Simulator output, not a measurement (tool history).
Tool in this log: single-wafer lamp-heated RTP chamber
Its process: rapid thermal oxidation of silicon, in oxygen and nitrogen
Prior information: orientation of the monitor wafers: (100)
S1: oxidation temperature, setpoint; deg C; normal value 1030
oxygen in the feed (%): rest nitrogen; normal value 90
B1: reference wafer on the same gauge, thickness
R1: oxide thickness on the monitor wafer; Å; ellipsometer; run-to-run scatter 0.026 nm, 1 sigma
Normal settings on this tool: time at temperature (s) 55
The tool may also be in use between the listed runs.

{"run": 1, "hour": 0.0, "S1": 1030, "time at temperature (s)": 48, "oxygen in the feed (%)": 90, "B1": 7.691, "R1": 65.5}
{"run": 2, "hour": 87.4, "S1": 1030, "time at temperature (s)": 48, "oxygen in the feed (%)": 90, "B1": 7.672, "R1": 65.42}
{"run": 3, "hour": 189.7, "S1": 1030, "time at temperature (s)": 75, "oxygen in the feed (%)": 98, "B1": 7.669, "R1": 83.35}
{"hour": 208.2, "done": "pyrometer window cleaned and pyrometer calibrated"}
{"run": 4, "hour": 226.7, "S1": 1030, "time at temperature (s)": 75, "oxygen in the feed (%)": 98, "B1": 7.677, "R1": 80.32}
{"run": 5, "hour": 280.3, "S1": 1030, "time at temperature (s)": 55, "oxygen in the feed (%)": 67, "B1": 7.671, "R1": 61.64}
{"run": 6, "hour": 327.2, "S1": 1030, "time at temperature (s)": 55, "oxygen in the feed (%)": 90, "B1": 7.686, "R1": 68.76}
{"run": 7, "hour": 392.6, "S1": 1030, "time at temperature (s)": 55, "oxygen in the feed (%)": 90, "B1": 7.679, "R1": 69.71}
{"run": 8, "hour": 496.5, "S1": 1030, "time at temperature (s)": 55, "oxygen in the feed (%)": 76, "B1": 7.674, "R1": 65.78}
{"hour": 507.7, "done": "pyrometer window cleaned and pyrometer calibrated"}
{"run": 9, "hour": 590.9, "S1": 1030, "time at temperature (s)": 55, "oxygen in the feed (%)": 76, "B1": 7.671, "R1": 64.67}
{"run": 10, "hour": 680.2, "S1": 1030, "time at temperature (s)": 55, "oxygen in the feed (%)": 76, "B1": 7.692, "R1": 65.38}
{"run": 11, "hour": 755.6, "S1": 1030, "time at temperature (s)": 55, "oxygen in the feed (%)": 90, "B1": 7.684, "R1": 69.41}
{"hour": 793.3, "done": "pyrometer window cleaned and pyrometer calibrated"}
{"run": 12, "hour": 807.7, "S1": 1030, "time at temperature (s)": 55, "oxygen in the feed (%)": 90, "B1": 7.672, "R1": 67.54}
{"run": 13, "hour": 901.1, "S1": 1048, "time at temperature (s)": 55, "oxygen in the feed (%)": 90, "B1": 7.673, "R1": 78.13}
{"run": 14, "hour": 984.8, "S1": 1030, "time at temperature (s)": 41, "oxygen in the feed (%)": 77, "B1": 7.683, "R1": 57.15}
{"run": 15, "hour": 1058.5, "S1": 1030, "time at temperature (s)": 44, "oxygen in the feed (%)": 98, "B1": 7.683, "R1": 65.34}
{"run": 16, "hour": 1122.9, "S1": 1030, "time at temperature (s)": 55, "oxygen in the feed (%)": 90, "B1": 7.684, "R1": 70.22}
{"hour": 1174.0, "done": "pyrometer window cleaned and pyrometer calibrated"}
{"run": 17, "hour": 1186.3, "S1": 1054, "time at temperature (s)": 63, "oxygen in the feed (%)": 98, "B1": 7.679, "R1": 88.49}
{"hour": 1203.4, "done": "gauge calibrated"}
{"run": 18, "hour": 1252.9, "S1": 1016, "time at temperature (s)": 73, "oxygen in the feed (%)": 81, "B1": 7.681, "R1": 68.27}
{"hour": 1266.4, "done": "oxygen flow controller replaced"}
{"run": 19, "hour": 1316.6, "S1": 1047, "time at temperature (s)": 55, "oxygen in the feed (%)": 98, "B1": 7.667, "R1": 80.47}
{"run": 20, "hour": 1370.7, "S1": 1056, "time at temperature (s)": 81, "oxygen in the feed (%)": 81, "B1": 7.686, "R1": 96}
{"run": 21, "hour": 1416.4, "S1": 1030, "time at temperature (s)": 68, "oxygen in the feed (%)": 90, "B1": 7.688, "R1": 77.39}
{"hour": 1464.0, "done": "pyrometer window cleaned and pyrometer calibrated"}
{"run": 22, "hour": 1492.2, "S1": 1009, "time at temperature (s)": 55, "oxygen in the feed (%)": 98, "B1": 7.68, "R1": 59.93}
{"run": 23, "hour": 1551.6, "S1": 1044, "time at temperature (s)": 55, "oxygen in the feed (%)": 98, "B1": 7.69, "R1": 77.28}
{"run": 24, "hour": 1590.6, "S1": 1030, "time at temperature (s)": 74, "oxygen in the feed (%)": 98, "B1": 7.686, "R1": 80.74}
{"run": 25, "hour": 1679.7, "S1": 1054, "time at temperature (s)": 63, "oxygen in the feed (%)": 98, "B1": 7.669, "R1": 89.38}

Branching from run 25: 3 alternative next runs. What would each branch give?
{"run": "A", "hour": 1680.1, "S1": 1038, "time at temperature (s)": 55, "oxygen in the feed (%)": 90, "B1": "?", "R1": "?"}
{"run": "B", "hour": 1680.1, "S1": 1030, "time at temperature (s)": 55, "oxygen in the feed (%)": 98, "B1": "?", "R1": "?"}
{"run": "C", "hour": 1680.1, "S1": 1009, "time at temperature (s)": 67, "oxygen in the feed (%)": 98, "B1": "?", "R1": "?"}

run=A B1=7.688 R1=72.98
run=B B1=7.688 R1=71.14
run=C B1=7.688 R1=66.85
What these runs would have given with no unlogged condition in the tool:
run=A R1=71.21
run=B R1=69.38
run=C R1=65.15
